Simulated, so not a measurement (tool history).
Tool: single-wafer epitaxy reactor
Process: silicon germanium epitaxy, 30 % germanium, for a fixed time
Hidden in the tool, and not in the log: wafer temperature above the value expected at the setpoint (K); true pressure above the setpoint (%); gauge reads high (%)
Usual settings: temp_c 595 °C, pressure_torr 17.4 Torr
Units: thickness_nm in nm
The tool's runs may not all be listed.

run	hour	temp_c	pressure_torr	wafers since the last listed run	hours since the last pyrometer calibration	hours since the last manometer calibration	hours since the showerhead was replaced	hours since the gauge calibration	read-back reference wafer on the same gauge, thickness_nm	thickness_nm
1	0.0	595	17.4	0	2713.3	2019.4	5262.1	222.7	49.417	57.350
2	16.4	595	17.4	209	2729.7	2035.8	5278.5	239.1	49.391	56.934
3	50.2	595	17.4	431	2763.5	2069.6	5312.3	272.9	49.427	57.641
4	134.5	595	15.2	1077	2847.8	2153.9	5396.6	357.2	49.404	54.709
5	148.5	595	15.2	178	2861.8	2167.9	5410.6	371.2	49.403	54.616
6	180.8	595	15.2	412	2894.1	2200.2	5442.9	403.5	49.343	54.563
# hour 211.2: gauge calibrated
7	213.4	595	17.4	416	2926.7	2232.8	5475.5	2.2	49.375	57.633
# hour 226.6: capacitance manometer re-zeroed and calibrated
# hour 244.1: showerhead replaced
8	244.6	595	15.2	194	2957.9	18.0	0.5	33.4	49.429	55.111
9	264.2	601	19.0	250	2977.5	37.6	20.1	53.0	49.415	66.803
# hour 284.4: pyrometer calibrated
10	289.0	595	14.3	214	4.6	62.4	44.9	77.8	49.357	47.153
11	301.8	602	21.0	163	17.4	75.2	57.7	90.6	49.403	62.771
12	335.0	601	17.4	424	50.6	108.4	90.9	123.8	49.350	57.391
13	360.1	609	13.7	320	75.7	133.5	116.0	148.9	49.373	61.334
14	376.3	589	17.4	206	91.9	149.7	132.2	165.1	49.355	45.056

How the hidden state differs across the entries between the runs, from the last listed run before each to the first after it:
Between runs 6 and 7: gauge calibrated (hour 211.2)
  wafer temperature above the value expected at the setpoint (K): 7.39 -> 7.46
  measured less the result without the state, thickness_nm: +7.605 -> +8.106 nm
Between runs 7 and 8: capacitance manometer re-zeroed and calibrated (hour 226.6); showerhead replaced (hour 244.1)
  wafer temperature above the value expected at the setpoint (K): 7.46 -> 7.53
  measured less the result without the state, thickness_nm: +8.106 -> +7.819 nm
Between runs 9 and 10: pyrometer calibrated (hour 284.4)
  wafer temperature above the value expected at the setpoint (K): 7.58 -> 0.961
  measured less the result without the state, thickness_nm: +9.395 -> +0.919 nm
